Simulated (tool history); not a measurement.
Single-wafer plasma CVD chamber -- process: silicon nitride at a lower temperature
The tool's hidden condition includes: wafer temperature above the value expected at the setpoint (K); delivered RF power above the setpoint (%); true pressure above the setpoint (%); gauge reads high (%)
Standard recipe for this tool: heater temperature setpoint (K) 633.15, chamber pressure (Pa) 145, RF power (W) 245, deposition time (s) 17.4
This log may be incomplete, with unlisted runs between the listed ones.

run	hour	heater temperature setpoint (K)	chamber pressure (Pa)	RF power (W)	deposition time (s)	wafers since the last listed run	hours since the last thermocouple change	hours since the last RF generator calibration	hours since the last manometer calibration	hours since the showerhead was replaced	hours since the gauge calibration	read-back reference wafer on the same gauge, thickness_nm	mean film thickness on the monitor wafer (nm)
1	0	633.15	145	245	15	0	2136.3	2515.4	1907.2	4644.8	1628.2	16.898	13.028
2	105.7	633.15	145	245	15	2066	2242	2621.1	2012.9	4750.5	1733.9	16.902	12.918
3	146.9	633.15	145	245	17.4	805	2283.2	2662.3	2054.1	4791.7	1775.1	16.896	15.09
4	177.3	633.15	145	245	17.4	594	2313.6	2692.7	2084.5	4822.1	1805.5	16.9	15.032
# hour 230.9: RF generator calibrated
5	242.2	633.15	117	245	17.4	1112	2378.5	11.3	2149.4	4887	1870.4	16.897	14.703
# hour 284.6: thermocouple changed; heater temperature recalibrated
6	290.1	645.15	145	260	15.3	779	5.5	59.2	2197.3	4934.9	1918.3	16.908	14.319
# hour 387.5: capacitance manometer re-zeroed and calibrated
7	471.3	619.15	145	245	17.4	3385	186.7	240.4	83.8	5116.1	2099.5	16.91	15.858
8	526.2	633.15	120	245	17.4	1073	241.6	295.3	138.7	5171	2154.4	16.901	14.99
9	575	633.15	145	200	17.4	953	290.4	344.1	187.5	5219.8	2203.2	16.888	12.921
10	613.7	633.15	117	245	17.4	756	329.1	382.8	226.2	5258.5	2241.9	16.896	14.849
11	674.9	640.15	145	245	17.4	1196	390.3	444	287.4	5319.7	2303.1	16.892	15.661
# hour 680.5: gauge calibrated
12	715.8	633.15	145	245	17.4	799	431.2	484.9	328.3	5360.6	35.3	16.895	15.701
13	752.9	645.15	176	205	18.4	725	468.3	522	365.4	5397.7	72.4	16.909	14.61
14	790.5	633.15	145	245	17.4	734	505.9	559.6	403	5435.3	110	16.895	15.597
15	840	633.15	145	245	14.5	967	555.4	609.1	452.5	5484.8	159.5	16.897	13.056
# hour 852.4: showerhead replaced
16	873.5	642.15	156	230	20.4	498	588.9	642.6	486	21.1	193	16.897	17.532
17	916.8	633.15	145	205	17.4	846	632.2	685.9	529.3	64.4	236.3	16.891	13.232
18	982.4	633.15	145	265	17.4	1282	697.8	751.5	594.9	130	301.9	16.899	16.706
19	1006.7	633.15	121	200	17.4	474	722.1	775.8	619.2	154.3	326.2	16.908	12.312
20	1033.8	633.15	145	245	17.4	529	749.2	802.9	646.3	181.4	353.3	16.905	15.675
21	1073.4	633.15	109	245	20	774	788.8	842.5	685.9	221	392.9	16.901	16.783
22	1142.4	633.15	168	245	19.9	1348	857.8	911.5	754.9	290	461.9	16.904	18.432
23	1211.6	633.15	159	245	17.4	1352	927	980.7	824.1	359.2	531.1	16.905	15.97
24	1266.4	622.15	163	195	20.1	1071	981.8	1035.5	878.9	414	585.9	16.906	14.932
25	1332.9	633.15	127	245	17.4	1299	1048.3	1102	945.4	480.5	652.4	16.899	15.098
26	1363.4	641.15	145	260	17.4	596	1078.8	1132.5	975.9	511	682.9	16.899	16.395
27	1396.2	639.15	145	210	17.4	641	1111.6	1165.3	1008.7	543.8	715.7	16.908	13.439
28	1429.2	626.15	176	220	16.4	645	1144.6	1198.3	1041.7	576.8	748.7	16.905	13.913

Alternative continuations, all from the tool just after run 28; predict every row:
A	1429.6	647.15	145	245	17.4	7	1145	1198.7	1042.1	577.2	749.1	?	?
B	1429.6	633.15	145	245	18.9	7	1145	1198.7	1042.1	577.2	749.1	?	?
C	1429.6	622.15	120	260	16.3	7	1145	1198.7	1042.1	577.2	749.1	?	?
D	1429.6	642.15	109	245	18.6	7	1145	1198.7	1042.1	577.2	749.1	?	?

run	read-back reference wafer on the same gauge, thickness_nm	mean film thickness on the monitor wafer (nm)
A	16.895	15.476
B	16.895	16.914
C	16.895	14.724
D	16.895	15.401
Take away the tool's hidden state, keep each run's random variation, and the runs would have read:
run	mean film thickness on the monitor wafer (nm)
A	15.634
B	17.087
C	14.878
D	15.562
